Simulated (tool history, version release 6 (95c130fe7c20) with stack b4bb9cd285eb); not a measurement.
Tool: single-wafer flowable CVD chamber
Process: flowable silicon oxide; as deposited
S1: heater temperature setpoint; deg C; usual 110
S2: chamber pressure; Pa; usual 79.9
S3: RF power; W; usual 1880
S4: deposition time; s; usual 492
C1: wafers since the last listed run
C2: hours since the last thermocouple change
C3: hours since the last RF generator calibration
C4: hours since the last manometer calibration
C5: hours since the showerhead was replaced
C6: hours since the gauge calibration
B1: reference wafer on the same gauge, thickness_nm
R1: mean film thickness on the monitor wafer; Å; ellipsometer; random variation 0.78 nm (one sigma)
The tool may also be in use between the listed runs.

run	hour	S1	S2	S3	S4	C1	C2	C3	C4	C5	C6	B1	R1
1	0.0	110	79.9	1600	492	0	857.3	856.7	1316.4	3464.1	41.6	128.936	1555.71
2	47.6	110	79.9	1600	492	164	904.9	904.3	1364.0	3511.7	89.2	128.980	1563.10
3	155.7	110	79.9	1880	492	374	1013.0	1012.4	1472.1	3619.8	197.3	128.888	1669.67
4	193.3	110	79.9	1880	492	130	1050.6	1050.0	1509.7	3657.4	234.9	128.930	1678.10
5	235.7	110	79.9	1880	492	146	1093.0	1092.4	1552.1	3699.8	277.3	128.938	1688.39
6	309.8	110	79.9	1595	492	256	1167.1	1166.5	1626.2	3773.9	351.4	129.229	1598.19
# hour 378.6: thermocouple changed; heater temperature recalibrated
# hour 404.2: capacitance manometer re-zeroed and calibrated
7	408.6	110	79.9	1595	492	286	30.0	1265.3	4.4	3872.7	450.2	128.850	1383.35
8	468.9	119	96.4	1780	461	208	90.3	1325.6	64.7	3933.0	510.5	128.903	1269.09

The next listed run, before its measurement:
# hour 480.1: showerhead replaced
9	528.7	114	79.9	1600	492	179	150.1	1385.4	124.5	48.6	570.3	?	?

{"run 9": {"B1": 129.0, "R1": 1240.5}}
Without the tool's hidden state the same run would have given R1 1205.66 Å.
